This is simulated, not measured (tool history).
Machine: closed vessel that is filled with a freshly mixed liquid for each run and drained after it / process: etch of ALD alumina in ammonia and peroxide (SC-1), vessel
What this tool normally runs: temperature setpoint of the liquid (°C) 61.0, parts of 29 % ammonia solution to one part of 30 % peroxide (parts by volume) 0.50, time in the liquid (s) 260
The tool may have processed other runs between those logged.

run   hour  temperature setpoint of the liquid (°C)  parts of 29 % ammonia solution to one part of 30 % peroxide (parts by volume)  time in the liquid (s)  wafers since the last listed run  hours since the thermometer was replaced  hours since the ammonia flow meter was replaced  hours since the drum of ammonia solution was connected  hours since the gauge calibration  read-back film thickness of the ALD alumina reference wafer, read on the same gauge (nm)  thickness taken off the ALD alumina on a monitor wafer (nm)
  1    0.0                                     64.5                                                                           0.70                     260                                 0                                    1421.2                                           1058.5                                                   887.1                              122.2                                                                                     50.01                                                        46.93
  2   13.2                                     64.5                                                                           0.70                     260                               782                                    1434.4                                           1071.7                                                   900.3                              135.4                                                                                     49.99                                                        46.97
  3   27.1                                     61.0                                                                           0.50                     260                               824                                    1448.3                                           1085.6                                                   914.2                              149.3                                                                                     49.99                                                        37.93
  4   38.4                                     61.0                                                                           0.70                     260                               670                                    1459.6                                           1096.9                                                   925.5                              160.6                                                                                     50.01                                                        39.00
  5   53.2                                     61.0                                                                           0.50                     260                               877                                    1474.4                                           1111.7                                                   940.3                              175.4                                                                                     50.02                                                        37.83
  6   59.7                                     61.0                                                                           0.50                     260                               385                                    1480.9                                           1118.2                                                   946.8                              181.9                                                                                     50.00                                                        37.94
      64.7  -- thermometer replaced
  7   85.6                                     61.0                                                                           0.50                     260                              1476                                      20.9                                           1144.1                                                   972.7                              207.8                                                                                     49.99                                                        41.03
  8   97.7                                     61.0                                                                           0.50                     260                               717                                      33.0                                           1156.2                                                   984.8                              219.9                                                                                     49.99                                                        40.79
      99.6  -- new drum of ammonia solution connected
  9  113.0                                     69.0                                                                           0.55                     360                               848                                      48.3                                           1171.5                                                    13.4                              235.2                                                                                     50.01                                                        86.08
     122.5  -- ammonia flow meter replaced
 10  128.3                                     61.0                                                                           0.50                     210                               848                                      63.6                                              5.8                                                    28.7                              250.5                                                                                     49.99                                                        33.33
 11  140.3                                     67.5                                                                           0.70                     220                               711                                      75.6                                             17.8                                                    40.7                              262.5                                                                                     49.98                                                        49.81
     151.3  -- gauge calibrated
 12  157.0                                     61.0                                                                           0.35                     260                               990                                      92.3                                             34.5                                                    57.4                                5.7                                                                                     50.01                                                        40.00
 13  167.6                                     61.0                                                                           0.50                     260                               628                                     102.9                                             45.1                                                    68.0                               16.3                                                                                     50.03                                                        41.26
 14  175.8                                     52.0                                                                           0.75                     260                               486                                     111.1                                             53.3                                                    76.2                               24.5                                                                                     50.00                                                        26.67
 15  184.1                                     61.0                                                                           0.25                     260                               492                                     119.4                                             61.6                                                    84.5                               32.8                                                                                     50.03                                                        38.56
 16  196.1                                     52.0                                                                           0.75                     260                               711                                     131.4                                             73.6                                                    96.5                               44.8                                                                                     50.00                                                        26.72
 17  203.9                                     70.0                                                                           0.25                     395                               462                                     139.2                                             81.4                                                   104.3                               52.6                                                                                     49.99                                                        91.54
 18  216.1                                     69.5                                                                           0.75                     405                               723                                     151.4                                             93.6                                                   116.5                               64.8                                                                                     50.00                                                       101.51
 19  224.4                                     52.5                                                                           0.75                     115                               492                                     159.7                                            101.9                                                   124.8                               73.1                                                                                     49.98                                                        12.09
 20  236.3                                     69.5                                                                           0.35                     205                               705                                     171.6                                            113.8                                                   136.7                               85.0                                                                                     49.98                                                        47.86
 21  248.2                                     61.0                                                                           0.70                     180                               705                                     183.5                                            125.7                                                   148.6                               96.9                                                                                     50.03                                                        29.33
 22  259.7                                     61.0                                                                           0.50                     355                               681                                     195.0                                            137.2                                                   160.1                              108.4                                                                                     50.02                                                        56.00
 23  269.4                                     52.5                                                                           0.50                     195                               575                                     204.7                                            146.9                                                   169.8                              118.1                                                                                     49.97                                                        19.60
 24  279.2                                     68.0                                                                           0.50                     260                               581                                     214.5                                            156.7                                                   179.6                              127.9                                                                                     50.00                                                        58.14
 25  290.0                                     61.0                                                                           0.35                     260                               640                                     225.3                                            167.5                                                   190.4                              138.7                                                                                     50.02                                                        39.54
 26  301.6                                     57.0                                                                           0.30                     195                               687                                     236.9                                            179.1                                                   202.0                              150.3                                                                                     50.03                                                        23.78
 27  316.0                                     67.0                                                                           0.55                     260                               853                                     251.3                                            193.5                                                   216.4                              164.7                                                                                     50.03                                                        55.63
 28  331.3                                     61.0                                                                           0.50                     260                               907                                     266.6                                            208.8                                                   231.7                              180.0                                                                                     49.98                                                        40.78
 29  343.4                                     51.5                                                                           0.50                     260                               717                                     278.7                                            220.9                                                   243.8                              192.1                                                                                     49.99                                                        24.75

Predict each of these 4 candidate next runs independently; none follows another, all start after run 29:
  A  344.1                                     54.5                                                                           0.50                     260                                41                                     279.4                                            221.6                                                   244.5                              192.8                                                                                         ?                                                            ?
  B  344.1                                     61.0                                                                           0.75                     260                                41                                     279.4                                            221.6                                                   244.5                              192.8                                                                                         ?                                                            ?
  C  344.1                                     51.0                                                                           0.35                     335                                41                                     279.4                                            221.6                                                   244.5                              192.8                                                                                         ?                                                            ?
  D  344.1                                     52.5                                                                           0.25                     330                                41                                     279.4                                            221.6                                                   244.5                              192.8                                                                                         ?                                                            ?

run  read-back film thickness of the ALD alumina reference wafer, read on the same gauge (nm)  thickness taken off the ALD alumina on a monitor wafer (nm)
  A                                                                                     50.02                                                        28.94
  B                                                                                     50.02                                                        42.25
  C                                                                                     50.02                                                        29.82
  D                                                                                     50.02                                                        30.88
Without the tool's unlogged condition, the same runs would have read:
run  thickness taken off the ALD alumina on a monitor wafer (nm)
  A                                                        29.60
  B                                                        43.17
  C                                                        30.52
  D                                                        31.59
